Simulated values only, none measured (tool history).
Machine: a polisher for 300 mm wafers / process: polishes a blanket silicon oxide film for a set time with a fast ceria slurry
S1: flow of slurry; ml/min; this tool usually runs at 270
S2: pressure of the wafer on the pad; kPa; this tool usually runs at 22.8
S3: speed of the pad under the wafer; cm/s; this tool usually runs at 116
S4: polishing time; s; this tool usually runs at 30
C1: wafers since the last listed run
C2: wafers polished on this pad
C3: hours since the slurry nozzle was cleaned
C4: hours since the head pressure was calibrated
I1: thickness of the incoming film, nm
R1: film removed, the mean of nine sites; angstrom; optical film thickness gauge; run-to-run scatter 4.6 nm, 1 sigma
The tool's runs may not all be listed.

Run 1, hour 0: usual settings; C1 0; C2 1309; C3 209.6; C4 130.7; I1 1807.7. Result: R1 5062 angstrom.
Run 2, hour 60.6: usual settings but S1 210 ml/min, S3 132 cm/s; C1 637; C2 1946; C3 270.2; C4 191.3; I1 1831.9. Result: R1 5421 angstrom.
At hour 136.9: slurry nozzle cleaned.
Run 3, hour 161.7: usual settings but S2 18.6 kPa; C1 1053; C2 3000; C3 24.8; C4 292.4; I1 1837.8. Result: R1 4056 angstrom.
At hour 201.6: worn pad replaced by a new one.
Run 4, hour 253.5: usual settings; C1 923; C2 545; C3 116.6; C4 384.2; I1 1843.8. Result: R1 5044 angstrom.
Run 5, hour 354.4: usual settings; C1 1061; C2 1607; C3 217.5; C4 485.1; I1 1847. Result: R1 5038 angstrom.
Run 6, hour 436.3: usual settings; C1 861; C2 2469; C3 299.4; C4 567; I1 1859.8. Result: R1 4931 angstrom.
Run 7, hour 476.7: usual settings but S3 144 cm/s, S4 35 s; C1 425; C2 2894; C3 339.8; C4 607.4; I1 1861. Result: R1 6955 angstrom.
Run 8, hour 517.9: usual settings; C1 433; C2 3328; C3 381; C4 648.6; I1 1881. Result: R1 4916 angstrom.
At hour 546.4: worn pad replaced by a new one.
At hour 548.5: slurry nozzle cleaned.
Run 9, hour 580.4: usual settings; C1 605; C2 347; C3 31.9; C4 711.1; I1 1863.7. Result: R1 5133 angstrom.
Run 10, hour 673.7: usual settings; C1 981; C2 1329; C3 125.2; C4 804.4; I1 1860.7. Result: R1 5089 angstrom.
Run 11, hour 748.9: usual settings; C1 791; C2 2120; C3 200.4; C4 879.6; I1 1856.1. Result: R1 4980 angstrom.
At hour 814.9: worn pad replaced by a new one.
Run 12, hour 815.4: usual settings but S3 126 cm/s, S4 34 s; C1 657; C2 5; C3 266.9; C4 946.1; I1 1824.3. Result: R1 6391 angstrom.
At hour 839.4: head pressure recalibrated.
At hour 905.6: slurry nozzle cleaned.
Run 13, hour 910.6: usual settings but S1 305 ml/min, S2 14.5 kPa; C1 970; C2 975; C3 5; C4 71.2; I1 1864.7. Result: R1 3221 angstrom.
Run 14, hour 959.8: usual settings but S2 20 kPa; C1 517; C2 1493; C3 54.2; C4 120.4; I1 1821.9. Result: R1 4388 angstrom.
Run 15, hour 1032.3: usual settings but S2 26.2 kPa, S3 144 cm/s, S4 26 s; C1 762; C2 2256; C3 126.7; C4 192.9; I1 1848.8. Result: R1 6000 angstrom.
Run 16, hour 1095.7: usual settings but S1 195 ml/min, S2 30.3 kPa, S4 37 s; C1 667; C2 2923; C3 190.1; C4 256.3; I1 1849.3. Result: R1 7740 angstrom.
At hour 1164.5: worn pad replaced by a new one.
Run 17, hour 1166.2: usual settings but S1 310 ml/min, S2 29.6 kPa, S3 144 cm/s, S4 25 s; C1 699; C2 17; C3 260.6; C4 326.8; I1 1835.2. Result: R1 7175 angstrom.
At hour 1227.2: slurry nozzle cleaned.
Run 18, hour 1236.2: usual settings; C1 726; C2 743; C3 9; C4 396.8; I1 1872.6. Result: R1 5131 angstrom.
Run 19, hour 1284.7: usual settings but S2 25.5 kPa, S3 142 cm/s; C1 510; C2 1253; C3 57.5; C4 445.3; I1 1820.3. Result: R1 6861 angstrom.
Run 20, hour 1357.5: usual settings but S1 205 ml/min, S2 26.2 kPa, S3 102 cm/s, S4 24 s; C1 766; C2 2020; C3 130.3; C4 518.1; I1 1860.2. Result: R1 3986 angstrom.
Run 21, hour 1430.9: usual settings but S1 190 ml/min, S2 17.9 kPa, S4 23 s; C1 772; C2 2792; C3 203.7; C4 591.5; I1 1854. Result: R1 2917 angstrom.
At hour 1483.7: worn pad replaced by a new one.
Run 22, hour 1486.1: usual settings but S1 345 ml/min, S2 25.5 kPa, S3 128 cm/s; C1 538; C2 25; C3 258.9; C4 646.7; I1 1848.6. Result: R1 6593 angstrom.
Run 23, hour 1527.7: usual settings but S2 25.5 kPa, S3 142 cm/s; C1 437; C2 463; C3 300.5; C4 688.3; I1 1829.8. Result: R1 6895 angstrom.
Run 24, hour 1566.6: usual settings but S1 340 ml/min, S3 152 cm/s; C1 409; C2 872; C3 339.4; C4 727.2; I1 1847.8. Result: R1 6612 angstrom.

Branching from run 24: 3 alternative next runs. What would each branch give?
Run A, hour 1567: usual settings but S2 20.7 kPa; C1 4; C2 876; C3 339.8; C4 727.6; I1 1841.8. Result: R1 ?.
Run B, hour 1567: usual settings but S1 320 ml/min, S3 78 cm/s, S4 21 s; C1 4; C2 876; C3 339.8; C4 727.6; I1 1841.8. Result: R1 ?.
Run C, hour 1567: usual settings but S2 30.3 kPa, S3 128 cm/s; C1 4; C2 876; C3 339.8; C4 727.6; I1 1841.8. Result: R1 ?.

run    R1
  A  4567
  B  2507
  C  7326
What these runs would have given with no unlogged condition in the tool:
run    R1
  A  4768
  B  2617
  C  7648
